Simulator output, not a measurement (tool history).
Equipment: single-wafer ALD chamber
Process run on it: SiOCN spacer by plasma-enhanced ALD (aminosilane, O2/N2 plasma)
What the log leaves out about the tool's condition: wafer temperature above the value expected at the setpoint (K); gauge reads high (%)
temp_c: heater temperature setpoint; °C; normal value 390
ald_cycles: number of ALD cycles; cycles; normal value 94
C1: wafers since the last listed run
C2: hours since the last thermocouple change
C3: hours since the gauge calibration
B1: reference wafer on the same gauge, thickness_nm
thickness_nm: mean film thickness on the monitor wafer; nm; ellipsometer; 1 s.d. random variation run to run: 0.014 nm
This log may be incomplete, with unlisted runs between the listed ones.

run 1 hour=0.0 | temp_c=390 ald_cycles=80 | C1=0 C2=435.3 C3=523.9 | B1=6.245 | thickness_nm=4.620
run 2 hour=63.5 | temp_c=390 ald_cycles=98 | C1=147 C2=498.8 C3=587.4 | B1=6.241 | thickness_nm=5.645
run 3 hour=120.9 | temp_c=390 ald_cycles=94 | C1=133 C2=556.2 C3=644.8 | B1=6.238 | thickness_nm=5.427
run 4 hour=175.8 | temp_c=390 ald_cycles=94 | C1=127 C2=611.1 C3=699.7 | B1=6.244 | thickness_nm=5.431
run 5 hour=308.3 | temp_c=390 ald_cycles=94 | C1=308 C2=743.6 C3=832.2 | B1=6.239 | thickness_nm=5.434
run 6 hour=373.7 | temp_c=390 ald_cycles=94 | C1=152 C2=809.0 C3=897.6 | B1=6.239 | thickness_nm=5.434
run 7 hour=409.0 | temp_c=387 ald_cycles=94 | C1=82 C2=844.3 C3=932.9 | B1=6.238 | thickness_nm=5.425
run 8 hour=477.9 | temp_c=387 ald_cycles=94 | C1=160 C2=913.2 C3=1001.8 | B1=6.243 | thickness_nm=5.436
run 9 hour=544.4 | temp_c=387 ald_cycles=94 | C1=154 C2=979.7 C3=1068.3 | B1=6.241 | thickness_nm=5.431
run 10 hour=606.9 | temp_c=390 ald_cycles=94 | C1=145 C2=1042.2 C3=1130.8 | B1=6.241 | thickness_nm=5.407
run 11 hour=632.2 | temp_c=390 ald_cycles=94 | C1=58 C2=1067.5 C3=1156.1 | B1=6.238 | thickness_nm=5.420
run 12 hour=699.0 | temp_c=390 ald_cycles=94 | C1=155 C2=1134.3 C3=1222.9 | B1=6.237 | thickness_nm=5.430
run 13 hour=756.4 | temp_c=390 ald_cycles=94 | C1=133 C2=1191.7 C3=1280.3 | B1=6.245 | thickness_nm=5.457
run 14 hour=811.9 | temp_c=390 ald_cycles=94 | C1=129 C2=1247.2 C3=1335.8 | B1=6.233 | thickness_nm=5.438
run 15 hour=850.4 | temp_c=390 ald_cycles=94 | C1=89 C2=1285.7 C3=1374.3 | B1=6.243 | thickness_nm=5.421
-- hour=978.6 thermocouple changed; heater temperature recalibrated
run 16 hour=1036.7 | temp_c=390 ald_cycles=94 | C1=415 C2=58.1 C3=1560.6 | B1=6.244 | thickness_nm=5.451
run 17 hour=1073.2 | temp_c=390 ald_cycles=94 | C1=84 C2=94.6 C3=1597.1 | B1=6.237 | thickness_nm=5.420
run 18 hour=1125.7 | temp_c=390 ald_cycles=94 | C1=122 C2=147.1 C3=1649.6 | B1=6.239 | thickness_nm=5.422
run 19 hour=1152.7 | temp_c=390 ald_cycles=94 | C1=62 C2=174.1 C3=1676.6 | B1=6.237 | thickness_nm=5.431
run 20 hour=1179.5 | temp_c=390 ald_cycles=94 | C1=62 C2=200.9 C3=1703.4 | B1=6.239 | thickness_nm=5.429
run 21 hour=1242.0 | temp_c=390 ald_cycles=94 | C1=145 C2=263.4 C3=1765.9 | B1=6.240 | thickness_nm=5.413
run 22 hour=1312.2 | temp_c=396 ald_cycles=94 | C1=163 C2=333.6 C3=1836.1 | B1=6.238 | thickness_nm=5.417
run 23 hour=1343.0 | temp_c=390 ald_cycles=94 | C1=71 C2=364.4 C3=1866.9 | B1=6.236 | thickness_nm=5.437
run 24 hour=1373.7 | temp_c=402 ald_cycles=82 | C1=71 C2=395.1 C3=1897.6 | B1=6.238 | thickness_nm=4.724
run 25 hour=1404.0 | temp_c=390 ald_cycles=76 | C1=70 C2=425.4 C3=1927.9 | B1=6.239 | thickness_nm=4.407
-- hour=1414.3 gauge calibrated
run 26 hour=1444.6 | temp_c=390 ald_cycles=94 | C1=94 C2=466.0 C3=30.3 | B1=6.244 | thickness_nm=5.450
run 27 hour=1504.9 | temp_c=390 ald_cycles=94 | C1=140 C2=526.3 C3=90.6 | B1=6.240 | thickness_nm=5.420
run 28 hour=1545.7 | temp_c=403 ald_cycles=89 | C1=94 C2=567.1 C3=131.4 | B1=6.240 | thickness_nm=5.129
run 29 hour=1576.3 | temp_c=390 ald_cycles=94 | C1=71 C2=597.7 C3=162.0 | B1=6.242 | thickness_nm=5.454
run 30 hour=1602.9 | temp_c=400 ald_cycles=94 | C1=61 C2=624.3 C3=188.6 | B1=6.237 | thickness_nm=5.433
run 31 hour=1648.1 | temp_c=401 ald_cycles=109 | C1=105 C2=669.5 C3=233.8 | B1=6.240 | thickness_nm=6.295
run 32 hour=1718.4 | temp_c=395 ald_cycles=88 | C1=163 C2=739.8 C3=304.1 | B1=6.240 | thickness_nm=5.074
run 33 hour=1777.2 | temp_c=390 ald_cycles=94 | C1=136 C2=798.6 C3=362.9 | B1=6.245 | thickness_nm=5.433
run 34 hour=1841.9 | temp_c=386 ald_cycles=87 | C1=150 C2=863.3 C3=427.6 | B1=6.243 | thickness_nm=5.027

Run 35 has not been measured yet. What should we expect?
run 35 hour=1900.6 | temp_c=386 ald_cycles=110 | C1=136 C2=922.0 C3=486.3 | B1=? | thickness_nm=?

B1: 6.241
thickness_nm: 6.332 nm
With no hidden state in the tool, this same run would have given thickness_nm 6.332 nm.
